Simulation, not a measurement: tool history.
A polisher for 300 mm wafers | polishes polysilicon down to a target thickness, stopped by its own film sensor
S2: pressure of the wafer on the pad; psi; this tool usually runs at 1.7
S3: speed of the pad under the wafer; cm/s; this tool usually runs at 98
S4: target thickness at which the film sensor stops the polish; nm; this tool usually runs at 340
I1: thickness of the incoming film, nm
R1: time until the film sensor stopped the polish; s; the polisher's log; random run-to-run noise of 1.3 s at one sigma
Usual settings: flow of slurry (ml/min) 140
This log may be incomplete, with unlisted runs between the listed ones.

Run 1, hour 0: usual settings; I1 757.6. Result: R1 111 s.
At hour 23.8: slurry nozzle cleaned.
Run 2, hour 62.7: usual settings; I1 752.3. Result: R1 111.2 s.
At hour 110.2: worn pad replaced by a new one.
Run 3, hour 114.3: usual settings; I1 757. Result: R1 106.2 s.
Run 4, hour 210.8: usual settings but S3 90 cm/s; I1 753.3. Result: R1 117.9 s.
Run 5, hour 305.7: usual settings but S3 90 cm/s; I1 757.5. Result: R1 119.3 s.
Run 6, hour 375.6: usual settings but S2 2 psi, S3 118 cm/s; I1 763.3. Result: R1 81.7 s.
At hour 387.3: worn pad replaced by a new one.
Run 7, hour 468.8: usual settings; I1 751.9. Result: R1 116.4 s.
At hour 543.1: slurry nozzle cleaned.
Run 8, hour 573.1: usual settings but S3 124 cm/s, S4 374 nm; I1 762.3. Result: R1 91.8 s.
Run 9, hour 677.7: usual settings but S3 124 cm/s, S4 374 nm; I1 760.9. Result: R1 90 s.
At hour 747: worn pad replaced by a new one, repeated, since the last time left the tool worse.
Run 10, hour 811.3: usual settings but S2 2.1 psi; I1 760.1. Result: R1 88.1 s.
Run 11, hour 858.8: usual settings but S4 275 nm; I1 754.1. Result: R1 124.7 s.
Run 12, hour 901.7: usual settings but S3 124 cm/s; I1 755.6. Result: R1 87.6 s.
Run 13, hour 979.7: usual settings but S3 132 cm/s, S4 468 nm; I1 745.4. Result: R1 55.1 s.
At hour 1030: head pressure recalibrated.
Run 14, hour 1033.9: usual settings but S3 72 cm/s; I1 762.7. Result: R1 157.6 s.
At hour 1042.6: slurry nozzle cleaned.
At hour 1076.5: worn pad replaced by a new one.
Run 15, hour 1117.8: usual settings but S4 467 nm; I1 763.8. Result: R1 76.5 s.
Run 16, hour 1177.9: usual settings; I1 760.7. Result: R1 109 s.
Run 17, hour 1217.5: usual settings but flow of slurry (ml/min) 120, S2 1.3 psi, S3 86 cm/s, S4 290 nm; I1 755.7. Result: R1 190.8 s.
Run 18, hour 1264.7: usual settings but flow of slurry (ml/min) 185, S4 205 nm; I1 749. Result: R1 139.5 s.
Run 19, hour 1334.5: usual settings but S2 2 psi, S3 118 cm/s; I1 757.3. Result: R1 79.9 s.
Run 20, hour 1379: usual settings but flow of slurry (ml/min) 185, S2 1.5 psi; I1 751.5. Result: R1 121.6 s.
At hour 1425.5: worn pad replaced by a new one.
Run 21, hour 1469: usual settings; I1 747.2. Result: R1 105.3 s.
Run 22, hour 1538: usual settings; I1 761.9. Result: R1 113.6 s.

Forecast each of these 5 alternatives for the next run:
Run A, hour 1538.4: usual settings; I1 760. Result: R1 ?.
Run B, hour 1538.4: usual settings but S2 2.2 psi, S4 477 nm; I1 760. Result: R1 ?.
Run C, hour 1538.4: usual settings but flow of slurry (ml/min) 160, S4 197 nm; I1 760. Result: R1 ?.
Run D, hour 1538.4: usual settings but S2 1.9 psi, S4 487 nm; I1 760. Result: R1 ?.
Run E, hour 1538.4: usual settings but flow of slurry (ml/min) 185, S4 453 nm; I1 760. Result: R1 ?.

run     R1
  A  108.5
  B   56.5
  C    142
  D   63.1
  E   75.7
With no hidden state in the tool, these same runs would have given:
run     R1
  A  105.9
  B   55.1
  C  138.6
  D   61.6
  E   73.9
